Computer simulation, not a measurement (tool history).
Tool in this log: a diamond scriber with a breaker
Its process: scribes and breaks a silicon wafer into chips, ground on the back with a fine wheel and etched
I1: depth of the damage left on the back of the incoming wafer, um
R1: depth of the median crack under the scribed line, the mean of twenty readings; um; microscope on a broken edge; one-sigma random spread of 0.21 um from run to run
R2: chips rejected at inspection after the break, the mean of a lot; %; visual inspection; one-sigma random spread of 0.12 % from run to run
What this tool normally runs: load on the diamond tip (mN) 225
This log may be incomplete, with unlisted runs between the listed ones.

{"run": 1, "hour": 0.0, "load on the diamond tip (mN)": 268, "I1": 0.76, "R1": 11.19, "R2": 1.88}
{"run": 2, "hour": 27.7, "load on the diamond tip (mN)": 225, "I1": 0.38, "R1": 9.95, "R2": 2.53}
{"run": 3, "hour": 40.6, "load on the diamond tip (mN)": 225, "I1": 0.5, "R1": 9.89, "R2": 2.45}
{"run": 4, "hour": 58.4, "load on the diamond tip (mN)": 225, "I1": 0.31, "R1": 9.94, "R2": 2.56}
{"run": 5, "hour": 89.7, "load on the diamond tip (mN)": 201, "I1": 0.74, "R1": 9.54, "R2": 4.71}
{"run": 6, "hour": 115.1, "load on the diamond tip (mN)": 201, "I1": 0.44, "R1": 9.45, "R2": 4.5}
{"run": 7, "hour": 147.6, "load on the diamond tip (mN)": 199, "I1": 0.6, "R1": 9.46, "R2": 5.43}
{"run": 8, "hour": 164.0, "load on the diamond tip (mN)": 278, "I1": 0.57, "R1": 10.59, "R2": 2.03}
{"run": 9, "hour": 195.6, "load on the diamond tip (mN)": 278, "I1": 0.57, "R1": 10.79, "R2": 2.05}
{"run": 10, "hour": 211.7, "load on the diamond tip (mN)": 278, "I1": 0.33, "R1": 10.57, "R2": 1.84}
{"run": 11, "hour": 227.4, "load on the diamond tip (mN)": 225, "I1": 0.35, "R1": 9.46, "R2": 3.43}
{"run": 12, "hour": 254.4, "load on the diamond tip (mN)": 225, "I1": 0.38, "R1": 9.12, "R2": 3.44}
{"run": 13, "hour": 279.9, "load on the diamond tip (mN)": 276, "I1": 0.69, "R1": 10.56, "R2": 1.99}
{"run": 14, "hour": 299.2, "load on the diamond tip (mN)": 276, "I1": 0.73, "R1": 10.13, "R2": 2.29}
{"run": 15, "hour": 313.9, "load on the diamond tip (mN)": 225, "I1": 0.44, "R1": 9.34, "R2": 4.48}
{"hour": 317.5, "done": "load on the tip recalibrated"}
{"run": 16, "hour": 346.5, "load on the diamond tip (mN)": 225, "I1": 0.67, "R1": 9.24, "R2": 4.92}
{"run": 17, "hour": 378.2, "load on the diamond tip (mN)": 225, "I1": 0.34, "R1": 9.61, "R2": 5.18}
{"run": 18, "hour": 403.9, "load on the diamond tip (mN)": 225, "I1": 0.37, "R1": 9, "R2": 5.55}
{"run": 19, "hour": 437.8, "load on the diamond tip (mN)": 188, "I1": 0.68, "R1": 8.28, "R2": 10.18}
{"run": 20, "hour": 450.3, "load on the diamond tip (mN)": 225, "I1": 0.6, "R1": 9.51, "R2": 5.96}
{"run": 21, "hour": 465.6, "load on the diamond tip (mN)": 172, "I1": 0.59, "R1": 7.97, "R2": 13.31}
{"run": 22, "hour": 497.2, "load on the diamond tip (mN)": 262, "I1": 0.73, "R1": 9.94, "R2": 3.07}
{"run": 23, "hour": 509.4, "load on the diamond tip (mN)": 275, "I1": 0.47, "R1": 9.43, "R2": 2.99}
{"run": 24, "hour": 524.4, "load on the diamond tip (mN)": 243, "I1": 0.3, "R1": 9.12, "R2": 5}
{"run": 25, "hour": 606.3, "load on the diamond tip (mN)": 248, "I1": 0.71, "R1": 9.15, "R2": 5.7}
{"run": 26, "hour": 630.9, "load on the diamond tip (mN)": 203, "I1": 0.52, "R1": 8.36, "R2": 9.56}
{"hour": 646.6, "done": "diamond tip replaced by a new one"}
{"run": 27, "hour": 652.2, "load on the diamond tip (mN)": 276, "I1": 0.76, "R1": 11.9, "R2": 3.49}
{"run": 28, "hour": 664.4, "load on the diamond tip (mN)": 177, "I1": 0.69, "R1": 9.7, "R2": 3.49}
{"run": 29, "hour": 683.3, "load on the diamond tip (mN)": 259, "I1": 0.35, "R1": 11.56, "R2": 2.23}
{"run": 30, "hour": 715.5, "load on the diamond tip (mN)": 264, "I1": 0.66, "R1": 11.38, "R2": 2.47}
{"run": 31, "hour": 732.2, "load on the diamond tip (mN)": 205, "I1": 0.36, "R1": 10.09, "R2": 2.61}
{"run": 32, "hour": 817.2, "load on the diamond tip (mN)": 186, "I1": 0.42, "R1": 9.64, "R2": 4.07}
{"run": 33, "hour": 836.4, "load on the diamond tip (mN)": 225, "I1": 0.53, "R1": 10.39, "R2": 2.16}
{"run": 34, "hour": 850.0, "load on the diamond tip (mN)": 178, "I1": 0.79, "R1": 9.03, "R2": 5.17}
{"run": 35, "hour": 882.4, "load on the diamond tip (mN)": 225, "I1": 0.56, "R1": 10.28, "R2": 2.39}

Give the tool's hidden conditions for every run:
deviation of the load on the tip from its setpoint, %: 0 on each run
H1: share of the diamond tip's cutting effectiveness lost through wear, %
run=1 H1=8.17
run=2 H1=8.95
run=3 H1=9.32
run=4 H1=9.82
run=5 H1=10.7
run=6 H1=11.4
run=7 H1=12.3
run=8 H1=12.8
run=9 H1=13.7
run=10 H1=14.1
run=11 H1=14.6
run=12 H1=15.4
run=13 H1=16.1
run=14 H1=16.6
run=15 H1=17
run=16 H1=18
run=17 H1=18.9
run=18 H1=19.6
run=19 H1=20.5
run=20 H1=20.9
run=21 H1=21.3
run=22 H1=22.2
run=23 H1=22.6
run=24 H1=23
run=25 H1=25.3
run=26 H1=26
run=27 H1=0.397
run=28 H1=0.741
run=29 H1=1.28
run=30 H1=2.18
run=31 H1=2.66
run=32 H1=5.06
run=33 H1=5.6
run=34 H1=5.98
run=35 H1=6.9
